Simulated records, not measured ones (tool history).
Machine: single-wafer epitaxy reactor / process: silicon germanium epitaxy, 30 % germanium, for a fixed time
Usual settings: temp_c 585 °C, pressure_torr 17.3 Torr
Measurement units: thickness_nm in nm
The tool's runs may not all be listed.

run   hour  temp_c  pressure_torr  wafers since the last listed run  hours since the last pyrometer calibration  hours since the last manometer calibration  hours since the showerhead was replaced  hours since the gauge calibration  read-back reference wafer on the same gauge, thickness_nm  thickness_nm
  1    0.0     585           17.3                                 0                                       947.5                                      2312.9                                   7116.3                              117.3                                                     49.742        45.602
  2   46.8     585           17.3                               808                                       994.3                                      2359.7                                   7163.1                              164.1                                                     49.669        45.613
  3   60.0     585           17.3                               227                                      1007.5                                      2372.9                                   7176.3                              177.3                                                     49.771        45.873
  4   67.6     585           17.3                               131                                      1015.1                                      2380.5                                   7183.9                              184.9                                                     49.667        45.516
  5   97.0     585           17.3                               507                                      1044.5                                      2409.9                                   7213.3                              214.3                                                     49.723        45.636
  6  110.8     585           17.3                               238                                      1058.3                                      2423.7                                   7227.1                              228.1                                                     49.723        45.567
  7  124.0     585           17.3                               227                                      1071.5                                      2436.9                                   7240.3                              241.3                                                     49.721        45.771
  8  135.1     592           14.7                               191                                      1082.6                                      2448.0                                   7251.4                              252.4                                                     49.675        46.747
  9  142.7     592           14.7                               131                                      1090.2                                      2455.6                                   7259.0                              260.0                                                     49.707        46.746
     153.1  -- capacitance manometer re-zeroed and calibrated
 10  153.5     592           14.7                                48                                      1101.0                                         0.4                                   7269.8                              270.8                                                     49.763        46.814
 11  167.7     585           17.3                               245                                      1115.2                                        14.6                                   7284.0                              285.0                                                     49.691        45.594
     176.2  -- gauge calibrated
 12  182.1     585           17.3                               248                                      1129.6                                        29.0                                   7298.4                                5.9                                                     49.707        45.292
 13  195.3     585           17.3                               227                                      1142.8                                        42.2                                   7311.6                               19.1                                                     49.685        45.724
 14  207.7     579           15.9                               214                                      1155.2                                        54.6                                   7324.0                               31.5                                                     49.691        39.567
 15  224.6     572           19.2                               291                                      1172.1                                        71.5                                   7340.9                               48.4                                                     49.718        38.696
     239.3  -- showerhead replaced
 16  241.2     591           21.6                               148                                      1188.7                                        88.1                                      1.9                               65.0                                                     49.698        57.110
 17  250.2     580           20.8                               155                                      1197.7                                        97.1                                     10.9                               74.0                                                     49.670        46.689
 18  264.1     585           17.3                               240                                      1211.6                                       111.0                                     24.8                               87.9                                                     49.658        45.665
 19  272.5     585           17.3                               145                                      1220.0                                       119.4                                     33.2                               96.3                                                     49.698        45.748
     285.7  -- pyrometer calibrated
 20  286.2     585           17.3                                98                                         0.5                                       133.1                                     46.9                              110.0                                                     49.749        45.639
 21  291.9     595           13.6                                98                                         6.2                                       138.8                                     52.6                              115.7                                                     49.680        46.924
 22  307.3     585           17.3                               265                                        21.6                                       154.2                                     68.0                              131.1                                                     49.706        45.654
 23  323.1     571           19.6                               272                                        37.4                                       170.0                                     83.8                              146.9                                                     49.703        38.595
 24  333.0     579           14.7                               170                                        47.3                                       179.9                                     93.7                              156.8                                                     49.726        37.480
 25  350.4     580           18.6                               300                                        64.7                                       197.3                                    111.1                              174.2                                                     49.757        43.747
 26  367.0     576           14.9                               286                                        81.3                                       213.9                                    127.7                              190.8                                                     49.726        36.072
 27  378.0     595           17.3                               189                                        92.3                                       224.9                                    138.7                              201.8                                                     49.674        53.811

Forecast each of these 4 alternatives for the next run:
  A  378.4     585           17.3                                 6                                        92.7                                       225.3                                    139.1                              202.2                                                          ?             ?
  B  378.4     585           13.4                                 6                                        92.7                                       225.3                                    139.1                              202.2                                                          ?             ?
  C  378.4     591           17.3                                 6                                        92.7                                       225.3                                    139.1                              202.2                                                          ?             ?
  D  378.4     570           14.8                                 6                                        92.7                                       225.3                                    139.1                              202.2                                                          ?             ?

run  read-back reference wafer on the same gauge, thickness_nm  thickness_nm
  A                                                     49.691        45.622
  B                                                     49.691        39.298
  C                                                     49.691        50.382
  D                                                     49.691        32.389
Without the tool's hidden state the same runs would have given:
run  thickness_nm
  A        45.622
  B        39.298
  C        50.382
  D        32.389

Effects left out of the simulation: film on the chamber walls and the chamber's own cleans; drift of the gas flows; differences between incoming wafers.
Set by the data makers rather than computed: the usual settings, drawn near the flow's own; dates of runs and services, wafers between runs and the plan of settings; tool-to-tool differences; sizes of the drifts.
